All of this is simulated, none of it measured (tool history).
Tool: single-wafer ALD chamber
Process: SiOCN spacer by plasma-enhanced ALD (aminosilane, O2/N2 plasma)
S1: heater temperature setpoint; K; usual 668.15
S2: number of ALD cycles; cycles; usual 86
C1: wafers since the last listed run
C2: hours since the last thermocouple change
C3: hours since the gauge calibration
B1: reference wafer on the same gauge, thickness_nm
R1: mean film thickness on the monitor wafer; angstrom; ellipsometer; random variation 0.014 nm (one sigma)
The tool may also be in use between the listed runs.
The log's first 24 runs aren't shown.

run   hour      S1   S2   C1      C2     C3     B1     R1
 25    573  677.15   81   82  1885.5  706.8  4.864  52.09
       602  -- thermocouple changed; heater temperature recalibrated
 26  602.5  682.15   86   77     0.5  736.3   4.87  54.39
 27  621.6  683.15  102   68    19.6  755.4  4.883  64.48
 28  637.1  668.15   94   55    35.1  770.9  4.886  61.17
     670.6  -- gauge calibrated
 29    673  682.15  102  128      71    2.4  4.778  63.43
 30  702.9  679.15   92  107   100.9   32.3  4.775  57.73
 31  720.9  668.15   86   64   118.9   50.3  4.785  55.11
 32  746.6  661.15   93   92   144.6     76  4.778   59.4
 33  761.4  675.15   99   53   159.4   90.8  4.779   62.9
 34    788  668.15   86   95     186  117.4  4.782  55.01
 35  813.9  668.15   86   92   211.9  143.3  4.779   55.1
 36  830.1  668.15   86   58   228.1  159.5  4.782  55.06
 37  849.9  674.15   78   71   247.9  179.3  4.783  49.88
 38  873.5  668.15   96   84   271.5  202.9  4.782  61.24
 39  908.5  668.15   86  125   306.5  237.9  4.784  55.07

3 ways to go on from here, each from the tool as it stands after run 39. What would each give?
  A  909.1  668.15  77   2  307.1  238.5   ?   ?
  B  909.1  654.15  93   2  307.1  238.5   ?   ?
  C  909.1  668.15  78   2  307.1  238.5   ?   ?

run    B1     R1
  A  4.79   49.4
  B  4.79  59.67
  C  4.79  50.04
Without the tool's hidden state the same runs would have given:
run     R1
  A  49.32
  B  59.57
  C  49.96
